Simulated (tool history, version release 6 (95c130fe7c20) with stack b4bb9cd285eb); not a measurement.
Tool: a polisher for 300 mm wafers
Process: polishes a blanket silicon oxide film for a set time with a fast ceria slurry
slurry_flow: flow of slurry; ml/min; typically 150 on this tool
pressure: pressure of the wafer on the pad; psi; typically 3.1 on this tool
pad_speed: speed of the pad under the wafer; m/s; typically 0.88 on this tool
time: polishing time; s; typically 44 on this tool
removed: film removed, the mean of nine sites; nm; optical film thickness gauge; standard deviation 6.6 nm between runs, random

run	hour	slurry_flow	pressure	pad_speed	time	incoming thickness of the incoming film, nm	removed
1	0.0	150	3.1	0.88	44	1871.0	684.1
2	60.2	150	3.1	0.88	44	1887.9	653.4
# hour 72.7: slurry nozzle cleaned
# hour 82.8: worn pad replaced by a new one
3	140.3	150	3.1	0.88	44	1859.2	705.8
4	231.4	150	3.1	0.88	44	1919.7	689.6
5	303.0	150	3.1	0.88	44	1891.4	647.6
# hour 326.7: worn pad replaced by a new one
6	385.2	150	3.1	0.88	44	1923.9	735.7
# hour 405.3: slurry nozzle cleaned
# hour 479.8: head pressure recalibrated
# hour 535.7: worn pad replaced by a new one
7	571.1	150	3.1	0.88	44	1889.1	707.6
8	673.6	115	3.1	0.78	44	1855.5	564.5
# hour 733.9: worn pad replaced by a new one
9	759.6	180	3.1	0.72	44	1887.6	594.7
# hour 821.9: slurry nozzle cleaned
10	834.0	150	3.1	1.14	44	1872.1	902.6
11	903.6	150	3.1	0.88	44	1916.3	668.7
12	955.0	150	3.1	0.88	44	1928.6	650.8
# hour 980.5: worn pad replaced by a new one
13	1050.1	165	3.1	0.88	56	1908.0	946.5
14	1110.3	115	2.1	1.12	37	1879.4	502.4

Run by run, hidden condition taken away, random variation retained:
The hidden state here: removal rate lost through wear of the pad, %; slurry flow missing at the pad, %; deviation of the head's pressure from its setpoint, %.
run	removed
1	699.9
2	688.8
3	701.4
4	704.0
5	691.4
6	710.7
7	709.3
8	583.1
9	588.9
10	903.0
11	688.3
12	693.1
13	908.3
14	487.9
